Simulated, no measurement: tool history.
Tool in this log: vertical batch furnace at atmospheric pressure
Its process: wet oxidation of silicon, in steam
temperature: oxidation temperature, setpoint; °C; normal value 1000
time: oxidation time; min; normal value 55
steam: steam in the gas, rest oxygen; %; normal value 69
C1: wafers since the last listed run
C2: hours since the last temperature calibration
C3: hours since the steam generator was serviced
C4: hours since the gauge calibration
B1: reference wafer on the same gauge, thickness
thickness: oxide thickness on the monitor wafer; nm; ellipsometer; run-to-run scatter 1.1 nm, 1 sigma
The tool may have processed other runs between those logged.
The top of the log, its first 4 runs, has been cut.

{"run": 5, "hour": 162.6, "temperature": 1000, "time": 35, "steam": 69, "C1": 370, "C2": 710.9, "C3": 408.6, "C4": 1043.5, "B1": 315.14, "thickness": 211.53}
{"run": 6, "hour": 285.1, "temperature": 1000, "time": 55, "steam": 69, "C1": 1644, "C2": 833.4, "C3": 531.1, "C4": 1166, "B1": 315.51, "thickness": 294.41}
{"run": 7, "hour": 344.3, "temperature": 1000, "time": 55, "steam": 69, "C1": 794, "C2": 892.6, "C3": 590.3, "C4": 1225.2, "B1": 315.79, "thickness": 292.79}
{"run": 8, "hour": 402.8, "temperature": 1000, "time": 55, "steam": 69, "C1": 785, "C2": 951.1, "C3": 648.8, "C4": 1283.7, "B1": 315.99, "thickness": 294.89}
{"run": 9, "hour": 466.1, "temperature": 1000, "time": 55, "steam": 69, "C1": 849, "C2": 1014.4, "C3": 712.1, "C4": 1347, "B1": 316.61, "thickness": 293.67}
{"run": 10, "hour": 491.4, "temperature": 1000, "time": 55, "steam": 69, "C1": 339, "C2": 1039.7, "C3": 737.4, "C4": 1372.3, "B1": 316.5, "thickness": 295.16}
{"run": 11, "hour": 540.7, "temperature": 1000, "time": 55, "steam": 69, "C1": 661, "C2": 1089, "C3": 786.7, "C4": 1421.6, "B1": 316.88, "thickness": 294.87}
{"run": 12, "hour": 609.7, "temperature": 1000, "time": 55, "steam": 69, "C1": 926, "C2": 1158, "C3": 855.7, "C4": 1490.6, "B1": 316.94, "thickness": 296.54}
{"run": 13, "hour": 680.7, "temperature": 1000, "time": 55, "steam": 69, "C1": 953, "C2": 1229, "C3": 926.7, "C4": 1561.6, "B1": 317.44, "thickness": 295.74}
{"run": 14, "hour": 751.2, "temperature": 1000, "time": 55, "steam": 69, "C1": 946, "C2": 1299.5, "C3": 997.2, "C4": 1632.1, "B1": 317.66, "thickness": 297.96}
{"run": 15, "hour": 812.5, "temperature": 1000, "time": 55, "steam": 69, "C1": 822, "C2": 1360.8, "C3": 1058.5, "C4": 1693.4, "B1": 317.68, "thickness": 297.17}
{"run": 16, "hour": 880.4, "temperature": 1000, "time": 55, "steam": 69, "C1": 911, "C2": 1428.7, "C3": 1126.4, "C4": 1761.3, "B1": 318.13, "thickness": 296.57}
{"run": 17, "hour": 924.9, "temperature": 1000, "time": 55, "steam": 69, "C1": 597, "C2": 1473.2, "C3": 1170.9, "C4": 1805.8, "B1": 318.15, "thickness": 299.75}
{"run": 18, "hour": 957.4, "temperature": 1000, "time": 55, "steam": 69, "C1": 436, "C2": 1505.7, "C3": 1203.4, "C4": 1838.3, "B1": 318.52, "thickness": 298.19}
{"hour": 987.1, "done": "gauge calibrated"}
{"hour": 1012.6, "done": "thermocouples replaced and temperature profile calibrated"}
{"run": 19, "hour": 1013.1, "temperature": 1012, "time": 55, "steam": 63, "C1": 425, "C2": 0.5, "C3": 1259.1, "C4": 26, "B1": 309.77, "thickness": 297.72}
{"run": 20, "hour": 1060.9, "temperature": 1016, "time": 65, "steam": 69, "C1": 641, "C2": 48.3, "C3": 1306.9, "C4": 73.8, "B1": 310.05, "thickness": 365.29}
{"run": 21, "hour": 1112.5, "temperature": 1000, "time": 55, "steam": 69, "C1": 692, "C2": 99.9, "C3": 1358.5, "C4": 125.4, "B1": 310.19, "thickness": 289.78}
{"run": 22, "hour": 1148.3, "temperature": 988, "time": 41.5, "steam": 73, "C1": 480, "C2": 135.7, "C3": 1394.3, "C4": 161.2, "B1": 310.66, "thickness": 222.82}
{"run": 23, "hour": 1197.2, "temperature": 1000, "time": 55, "steam": 69, "C1": 656, "C2": 184.6, "C3": 1443.2, "C4": 210.1, "B1": 310.81, "thickness": 288.33}

Expected results for the next run?
{"run": 24, "hour": 1232.3, "temperature": 992, "time": 42.5, "steam": 59, "C1": 471, "C2": 219.7, "C3": 1478.3, "C4": 245.2, "B1": "?", "thickness": "?"}

{"run 24": {"B1": 311.06, "thickness": 199.95}}
Were there no unlogged condition in the tool, this run, its random variation unchanged, would have produced thickness 199.37 nm.

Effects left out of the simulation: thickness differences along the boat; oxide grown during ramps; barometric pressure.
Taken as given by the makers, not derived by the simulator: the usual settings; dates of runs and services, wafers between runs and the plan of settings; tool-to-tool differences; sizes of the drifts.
